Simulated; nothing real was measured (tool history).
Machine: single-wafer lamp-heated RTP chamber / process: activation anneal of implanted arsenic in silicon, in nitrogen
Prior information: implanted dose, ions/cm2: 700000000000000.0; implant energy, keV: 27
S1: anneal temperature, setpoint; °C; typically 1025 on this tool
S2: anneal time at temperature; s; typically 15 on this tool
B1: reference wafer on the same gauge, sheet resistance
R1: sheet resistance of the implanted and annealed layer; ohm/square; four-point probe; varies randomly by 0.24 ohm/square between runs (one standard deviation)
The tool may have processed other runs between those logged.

Run 1, hour 0: usual settings but S1 1009 °C; B1 145.93. Result: R1 159.58 ohm/square.
At hour 31: pyrometer window cleaned and pyrometer calibrated.
Run 2, hour 73.8: usual settings but S1 1009 °C; B1 145.99. Result: R1 160.47 ohm/square.
Run 3, hour 137.7: usual settings but S1 1009 °C; B1 146.05. Result: R1 160.25 ohm/square.
Run 4, hour 199.4: usual settings; B1 145.98. Result: R1 158.45 ohm/square.
Run 5, hour 400: usual settings; B1 145.96. Result: R1 157.08 ohm/square.
At hour 458.7: reflector plate cleaned.
Run 6, hour 496.5: usual settings but S1 1032 °C; B1 145.99. Result: R1 157.2 ohm/square.
Run 7, hour 559.4: usual settings; B1 145.89. Result: R1 157.99 ohm/square.
At hour 637.9: pyrometer window cleaned and pyrometer calibrated.
Run 8, hour 638.4: usual settings; B1 145.88. Result: R1 159.31 ohm/square.
Run 9, hour 736.4: usual settings; B1 145.98. Result: R1 158.27 ohm/square.
Run 10, hour 798.7: usual settings; B1 145.99. Result: R1 157.69 ohm/square.
Run 11, hour 901.6: usual settings; B1 146.02. Result: R1 157.51 ohm/square.
Run 12, hour 957.3: usual settings; B1 146.11. Result: R1 157.68 ohm/square.
Run 13, hour 995.2: usual settings; B1 145.96. Result: R1 157.58 ohm/square.
Run 14, hour 1051.5: usual settings but S2 18 s; B1 145.94. Result: R1 156.64 ohm/square.
Run 15, hour 1153.5: usual settings but S1 1003 °C; B1 146.01. Result: R1 159.42 ohm/square.
At hour 1190.1: reflector plate cleaned.
Run 16, hour 1207: usual settings but S1 1049 °C; B1 145.98. Result: R1 155.14 ohm/square.
Run 17, hour 1266.6: usual settings; B1 145.98. Result: R1 158.12 ohm/square.
Run 18, hour 1304.9: usual settings; B1 146.01. Result: R1 157.92 ohm/square.
At hour 1406.8: pyrometer window cleaned and pyrometer calibrated.
Run 19, hour 1407.3: usual settings but S1 1034 °C, S2 9 s; B1 145.96. Result: R1 161.3 ohm/square.
Run 20, hour 1556.2: usual settings but S1 1007 °C; B1 146.05. Result: R1 160.63 ohm/square.
Run 21, hour 1592.3: usual settings but S2 11 s; B1 145.95. Result: R1 159.94 ohm/square.
Run 22, hour 1664.8: usual settings; B1 145.99. Result: R1 158.31 ohm/square.
Run 23, hour 1702.4: usual settings but S2 19 s; B1 145.99. Result: R1 156.44 ohm/square.
At hour 1778.8: gauge calibrated.
Run 24, hour 1796.3: usual settings but S2 22 s; B1 146.02. Result: R1 155.14 ohm/square.
At hour 1869.6: reflector plate cleaned.
Run 25, hour 1878.9: usual settings; B1 145.99. Result: R1 157.82 ohm/square.
Run 26, hour 1948.4: usual settings; B1 146.08. Result: R1 157.96 ohm/square.
Run 27, hour 2015.1: usual settings but S1 1004 °C, S2 24 s; B1 146.05. Result: R1 157.85 ohm/square.
At hour 2098.4: pyrometer window cleaned and pyrometer calibrated.
Run 28, hour 2107.4: usual settings but S1 1000 °C; B1 145.96. Result: R1 162.2 ohm/square.
Run 29, hour 2418.9: usual settings; B1 146.04. Result: R1 157.66 ohm/square.
Run 30, hour 2497.7: usual settings but S1 1055 °C, S2 20 s; B1 145.92. Result: R1 151.74 ohm/square.
At hour 2523.4: reflector plate cleaned.
Run 31, hour 2534.9: usual settings but S1 1035 °C, S2 7 s; B1 146.08. Result: R1 160.83 ohm/square.
Run 32, hour 2597: usual settings; B1 146.02. Result: R1 157.87 ohm/square.
Run 33, hour 2689.7: usual settings but S1 1054 °C, S2 8 s; B1 145.97. Result: R1 158 ohm/square.
Run 34, hour 2796: usual settings but S1 1010 °C, S2 7 s; B1 146.09. Result: R1 163.72 ohm/square.
At hour 2881.1: pyrometer window cleaned and pyrometer calibrated.
Run 35, hour 2881.6: usual settings but S1 1004 °C, S2 8 s; B1 146.01. Result: R1 165.22 ohm/square.

What if the next run were any one of these 5? Each begins from the tool's condition after run 35:
Run A, hour 2882: usual settings; B1 ?. Result: R1 ?.
Run B, hour 2882: usual settings but S1 1045 °C, S2 7 s; B1 ?. Result: R1 ?.
Run C, hour 2882: usual settings but S1 1048 °C, S2 13 s; B1 ?. Result: R1 ?.
Run D, hour 2882: usual settings but S1 1016 °C, S2 18 s; B1 ?. Result: R1 ?.
Run E, hour 2882: usual settings but S1 1035 °C; B1 ?. Result: R1 ?.

run      B1      R1
  A  145.96   159.4
  B  145.96  161.13
  C  145.96   157.5
  D  145.96   159.5
  E  145.96  158.24
With the hidden condition removed and each run's random variation left untouched, the same runs would have given:
run      R1
  A  159.78
  B  161.49
  C  157.87
  D  159.88
  E  158.61
